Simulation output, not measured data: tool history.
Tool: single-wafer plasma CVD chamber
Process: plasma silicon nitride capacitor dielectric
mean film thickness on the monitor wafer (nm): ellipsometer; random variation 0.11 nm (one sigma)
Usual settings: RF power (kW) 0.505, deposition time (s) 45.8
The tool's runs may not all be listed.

run,hour,RF power (kW),deposition time (s),wafers since the last listed run,hours since the last RF generator calibration,hours since the showerhead was replaced,hours since the gauge calibration,"read-back reference wafer on the same gauge, thickness_nm",mean film thickness on the monitor wafer (nm)
1,0.0,0.505,45.8,0,1473.9,6468.9,316.5,73.208,75.389
2,100.9,0.505,45.8,3483,1574.8,6569.8,417.4,73.202,75.569
3,133.6,0.505,45.8,1128,1607.5,6602.5,450.1,73.206,75.352
4,154.5,0.505,45.8,721,1628.4,6623.4,471.0,73.200,75.359
5,171.1,0.505,45.8,573,1645.0,6640.0,487.6,73.216,75.319
6,195.7,0.505,45.8,849,1669.6,6664.6,512.2,73.196,75.485
7,229.9,0.505,45.8,1180,1703.8,6698.8,546.4,73.201,75.139
8,251.7,0.505,45.8,752,1725.6,6720.6,568.2,73.232,75.400
9,284.4,0.505,45.8,1128,1758.3,6753.3,600.9,73.171,75.240
10,307.1,0.450,43.1,783,1781.0,6776.0,623.6,73.191,69.505
11,322.0,0.450,43.1,514,1795.9,6790.9,638.5,73.199,69.677
12,353.0,0.570,45.8,1070,1826.9,6821.9,669.5,73.186,76.770
# hour 372.4: RF generator calibrated
13,388.2,0.570,45.8,939,15.8,6857.1,704.7,73.206,77.250
# hour 401.9: gauge calibrated
14,418.7,0.505,45.8,1052,46.3,6887.6,16.8,73.193,76.043
15,473.7,0.465,43.4,1898,101.3,6942.6,71.8,73.192,71.133
16,486.4,0.505,38.8,438,114.0,6955.3,84.5,73.209,64.274
17,500.3,0.550,54.8,479,127.9,6969.2,98.4,73.190,92.135
18,520.2,0.550,54.8,687,147.8,6989.1,118.3,73.183,91.915
19,555.5,0.605,38.2,1218,183.1,7024.4,153.6,73.207,65.222
20,569.1,0.470,45.8,469,196.7,7038.0,167.2,73.174,74.981
21,588.2,0.505,45.8,659,215.8,7057.1,186.3,73.182,75.802
# hour 613.6: showerhead replaced
22,678.2,0.575,39.8,2830,305.8,64.6,276.3,73.192,67.090
23,707.4,0.505,45.8,1008,335.0,93.8,305.5,73.192,75.766
24,734.3,0.465,43.4,928,361.9,120.7,332.4,73.191,70.949
25,748.0,0.455,38.1,472,375.6,134.4,346.1,73.207,61.988
26,779.9,0.425,37.9,1101,407.5,166.3,378.0,73.229,61.013
27,806.3,0.430,45.8,911,433.9,192.7,404.4,73.209,73.790
28,827.5,0.505,45.8,731,455.1,213.9,425.6,73.191,75.633

4 ways to go on from here, each from the tool as it stands after run 28. What would each give?
A,827.9,0.505,45.8,13,455.5,214.3,426.0,?,?
B,827.9,0.585,37.9,13,455.5,214.3,426.0,?,?
C,827.9,0.605,37.3,13,455.5,214.3,426.0,?,?
D,827.9,0.460,38.1,13,455.5,214.3,426.0,?,?

run,"read-back reference wafer on the same gauge, thickness_nm",mean film thickness on the monitor wafer (nm)
A,73.194,75.713
B,73.194,64.102
C,73.194,63.433
D,73.194,62.128
Without the tool's hidden state the same runs would have given:
run,mean film thickness on the monitor wafer (nm)
A,76.405
B,64.689
C,64.013
D,62.697
